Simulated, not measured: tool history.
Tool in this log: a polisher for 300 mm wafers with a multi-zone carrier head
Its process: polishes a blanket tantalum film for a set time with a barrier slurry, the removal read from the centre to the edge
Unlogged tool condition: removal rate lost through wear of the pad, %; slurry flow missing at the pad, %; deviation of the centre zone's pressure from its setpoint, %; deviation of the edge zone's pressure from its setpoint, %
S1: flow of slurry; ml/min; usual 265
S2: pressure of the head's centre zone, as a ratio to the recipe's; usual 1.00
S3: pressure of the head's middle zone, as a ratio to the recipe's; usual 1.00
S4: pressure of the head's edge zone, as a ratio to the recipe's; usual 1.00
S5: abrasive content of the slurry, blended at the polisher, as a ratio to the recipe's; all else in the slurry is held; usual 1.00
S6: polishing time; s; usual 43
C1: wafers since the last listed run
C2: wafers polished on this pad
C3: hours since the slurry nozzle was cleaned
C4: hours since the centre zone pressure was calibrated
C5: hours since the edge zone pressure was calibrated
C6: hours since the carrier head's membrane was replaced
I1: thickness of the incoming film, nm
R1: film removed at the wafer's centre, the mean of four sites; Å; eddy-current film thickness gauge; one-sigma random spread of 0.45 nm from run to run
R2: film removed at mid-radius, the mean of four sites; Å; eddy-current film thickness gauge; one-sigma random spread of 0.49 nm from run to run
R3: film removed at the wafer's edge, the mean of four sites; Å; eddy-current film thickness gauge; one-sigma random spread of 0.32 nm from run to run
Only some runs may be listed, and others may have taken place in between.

| run | hour | S1 | S2 | S3 | S4 | S5 | S6 | C1 | C2 | C3 | C4 | C5 | C6 | I1 | R1 | R2 | R3 |
|---|---|---|---|---|---|---|---|---|---|---|---|---|---|---|---|---|---|
| 1 | 0.0 | 265 | 1.00 | 1.00 | 1.00 | 1.00 | 43 | 0 | 6384 | 409.6 | 94.8 | 371.5 | 107.3 | 211.5 | 383 | 384 | 374 |
|  | 28.8 | slurry nozzle cleaned |
|  | 44.3 | edge zone pressure recalibrated |
| 2 | 63.9 | 265 | 1.00 | 1.00 | 1.00 | 1.00 | 43 | 1066 | 7451 | 35.1 | 158.7 | 19.6 | 171.2 | 206.4 | 402 | 391 | 393 |
|  | 74.4 | worn pad replaced by a new one |
| 3 | 112.6 | 265 | 1.00 | 1.00 | 1.00 | 1.00 | 43 | 782 | 669 | 83.8 | 207.4 | 68.3 | 219.9 | 214.0 | 398 | 398 | 386 |
| 4 | 264.3 | 265 | 1.00 | 1.00 | 1.07 | 1.00 | 50 | 2657 | 3326 | 235.5 | 359.1 | 220.0 | 371.6 | 207.9 | 453 | 446 | 462 |
| 5 | 333.8 | 265 | 1.00 | 0.97 | 1.09 | 1.00 | 43 | 1217 | 4543 | 305.0 | 428.6 | 289.5 | 441.1 | 210.0 | 388 | 373 | 387 |
|  | 440.3 | edge zone pressure recalibrated |
|  | 447.7 | slurry nozzle cleaned |
| 6 | 449.0 | 320 | 1.00 | 1.00 | 1.00 | 0.80 | 43 | 1965 | 6509 | 1.3 | 543.8 | 8.7 | 556.3 | 211.5 | 419 | 403 | 385 |
| 7 | 492.0 | 265 | 1.00 | 1.00 | 1.00 | 1.00 | 37 | 753 | 7262 | 44.3 | 586.8 | 51.7 | 599.3 | 209.9 | 367 | 337 | 332 |
|  | 519.2 | worn pad replaced by a new one |
| 8 | 560.4 | 310 | 1.00 | 1.00 | 1.00 | 1.00 | 43 | 1128 | 722 | 112.7 | 655.2 | 120.1 | 667.7 | 206.3 | 431 | 395 | 385 |
| 9 | 629.8 | 265 | 1.00 | 1.00 | 1.00 | 1.00 | 43 | 1215 | 1937 | 182.1 | 724.6 | 189.5 | 737.1 | 209.1 | 423 | 391 | 379 |
|  | 632.0 | centre zone pressure recalibrated |
| 10 | 827.6 | 265 | 1.07 | 0.92 | 1.00 | 1.00 | 43 | 3429 | 5367 | 379.9 | 195.6 | 387.3 | 934.9 | 210.1 | 411 | 358 | 374 |
|  | 851.5 | edge zone pressure recalibrated |
| 11 | 868.8 | 265 | 1.00 | 1.00 | 1.07 | 1.00 | 50 | 686 | 6054 | 421.1 | 236.8 | 17.3 | 976.1 | 210.7 | 450 | 437 | 450 |
|  | 893.6 | slurry nozzle cleaned |
|  | 908.0 | carrier head's membrane replaced by a new one |
| 12 | 934.9 | 215 | 1.00 | 0.89 | 1.00 | 1.00 | 43 | 1052 | 7106 | 41.3 | 302.9 | 83.4 | 26.9 | 212.3 | 403 | 346 | 380 |
|  | 984.7 | worn pad replaced by a new one |
| 13 | 1004.0 | 265 | 0.90 | 1.00 | 1.00 | 1.00 | 43 | 1140 | 337 | 110.4 | 372.0 | 152.5 | 96.0 | 208.7 | 363 | 392 | 387 |
| 14 | 1066.1 | 265 | 1.00 | 1.00 | 1.00 | 1.00 | 43 | 1087 | 1425 | 172.5 | 434.1 | 214.6 | 158.1 | 207.5 | 400 | 394 | 377 |
| 15 | 1099.2 | 265 | 1.00 | 0.93 | 1.00 | 1.00 | 49 | 579 | 2005 | 205.6 | 467.2 | 247.7 | 191.2 | 210.4 | 461 | 402 | 429 |
| 16 | 1151.4 | 265 | 1.00 | 1.00 | 1.00 | 0.80 | 43 | 914 | 2919 | 257.8 | 519.4 | 299.9 | 243.4 | 212.3 | 387 | 366 | 363 |
| 17 | 1177.0 | 305 | 0.96 | 1.00 | 1.00 | 1.10 | 28 | 448 | 3368 | 283.4 | 545.0 | 325.5 | 269.0 | 208.5 | 263 | 256 | 251 |
| 18 | 1245.4 | 265 | 1.10 | 1.00 | 0.96 | 1.00 | 43 | 1198 | 4566 | 351.8 | 613.4 | 393.9 | 337.4 | 207.0 | 456 | 374 | 363 |
| 19 | 1301.8 | 180 | 1.09 | 1.00 | 1.00 | 1.00 | 43 | 987 | 5554 | 408.2 | 669.8 | 450.3 | 393.8 | 211.8 | 415 | 334 | 351 |
|  | 1322.2 | edge zone pressure recalibrated |
| 20 | 1327.5 | 265 | 1.00 | 1.00 | 1.00 | 1.00 | 43 | 415 | 5969 | 433.9 | 695.5 | 5.3 | 419.5 | 206.0 | 417 | 376 | 373 |

For some of the steps in R1 from one run to the next: how much would appear even if the tool had no hidden state, given the settings, what came in and random variation, and how much remains for the hidden state plus any gauge scatter that the measured result and the result without hidden state don't share?
Run 5 -> 6: S1 265 -> 320, S3 0.97 -> 1.00, S4 1.09 -> 1.00, S5 1.00 -> 0.80, edge zone pressure recalibrated, slurry nozzle cleaned. R1 +31 Å: hidden state +36, all else -5.
Run 9 -> 10: S2 1.00 -> 1.07, S3 1.00 -> 0.92, centre zone pressure recalibrated. R1 -12 Å: hidden state -41, all else +29.
Run 16 -> 17: S1 265 -> 305, S2 1.00 -> 0.96, S5 0.80 -> 1.10, S6 43 -> 28. R1 -124 Å: hidden state +4, all else -128.
Run 17 -> 18: S1 305 -> 265, S2 0.96 -> 1.10, S4 1.00 -> 0.96, S5 1.10 -> 1.00, S6 28 -> 43. R1 +193 Å: hidden state -1, all else +194.

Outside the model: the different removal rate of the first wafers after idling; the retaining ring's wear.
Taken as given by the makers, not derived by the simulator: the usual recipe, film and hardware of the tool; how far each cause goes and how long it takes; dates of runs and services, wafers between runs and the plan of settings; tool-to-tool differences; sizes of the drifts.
